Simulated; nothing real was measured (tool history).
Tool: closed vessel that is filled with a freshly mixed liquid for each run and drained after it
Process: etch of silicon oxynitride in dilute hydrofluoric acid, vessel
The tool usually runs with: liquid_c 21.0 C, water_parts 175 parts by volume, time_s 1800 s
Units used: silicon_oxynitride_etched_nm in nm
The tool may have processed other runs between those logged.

run     day  liquid_c  water_parts  time_s  read-back film thickness of the silicon oxynitride reference wafer, read on the same gauge (nm)  silicon_oxynitride_etched_nm
  1   0.000      21.0          175    2375                                                                                           150.01                         18.52
  2   1.121      21.0          175    1800                                                                                           150.05                         14.08
  3   2.279      21.0          175    1800                                                                                           149.95                         14.05
  4   6.629      21.0          225    1800                                                                                           149.97                         10.53
  5   8.433      21.0          225    1800                                                                                           149.98                         10.63
  6  10.246      23.0          175    1800                                                                                           150.02                         15.48
  7  11.946      21.0          175    1800                                                                                           150.04                         14.16
  8  13.508      21.0          175    1800                                                                                           149.97                         14.18
  9  14.867      21.0          175    1800                                                                                           149.99                         14.10
 10  16.754      21.0          175    1800                                                                                           150.01                         14.22
 11  17.871      21.0          175    1800                                                                                           150.03                         14.43
 12  19.212      24.0          140    2140                                                                                           149.98                         25.08
 13  22.096      21.0          265    1800                                                                                           149.96                          8.84
 14  24.704      24.5          175     800                                                                                           149.99                          7.52
     25.946  -- gauge calibrated
 15  27.292      22.5          175    1095                                                                                           150.05                          9.55
 16  30.004      21.0          175    1800                                                                                           150.01                         14.69
 17  35.283      21.0           90    1800                                                                                           150.00                         30.68
     37.025  -- thermometer replaced
     38.025  -- hydrofluoric acid flow meter replaced
 18  38.096      21.0          175    1800                                                                                           149.96                         13.17
 19  39.775      19.0          175     810                                                                                           149.98                          5.36
 20  41.583      18.5          175    2340                                                                                           150.03                         15.28
 21  43.167      21.0          175    1800                                                                                           149.96                         13.21
 22  46.117      17.0          150    1475                                                                                           149.99                         10.47
 23  48.362      24.0          140    2140                                                                                           150.03                         23.30

Results for each run, recomputed without the tool's hidden state and with each run's random variation untouched:
Hidden conditions of the tool in this case: liquid hotter than its thermometer reads (K); hydrofluoric acid flow above the setpoint (%); gauge reads high (%).
run  silicon_oxynitride_etched_nm
  1                         17.35
  2                         13.17
  3                         13.12
  4                          9.79
  5                          9.86
  6                         14.32
  7                         13.05
  8                         13.04
  9                         12.94
 10                         13.02
 11                         13.19
 12                         22.90
 13                          8.07
 14                          6.83
 15                          8.63
 16                         13.21
 17                         27.23
 18                         13.13
 19                          5.33
 20                         15.17
 21                         13.09
 22                         10.31
 23                         22.92

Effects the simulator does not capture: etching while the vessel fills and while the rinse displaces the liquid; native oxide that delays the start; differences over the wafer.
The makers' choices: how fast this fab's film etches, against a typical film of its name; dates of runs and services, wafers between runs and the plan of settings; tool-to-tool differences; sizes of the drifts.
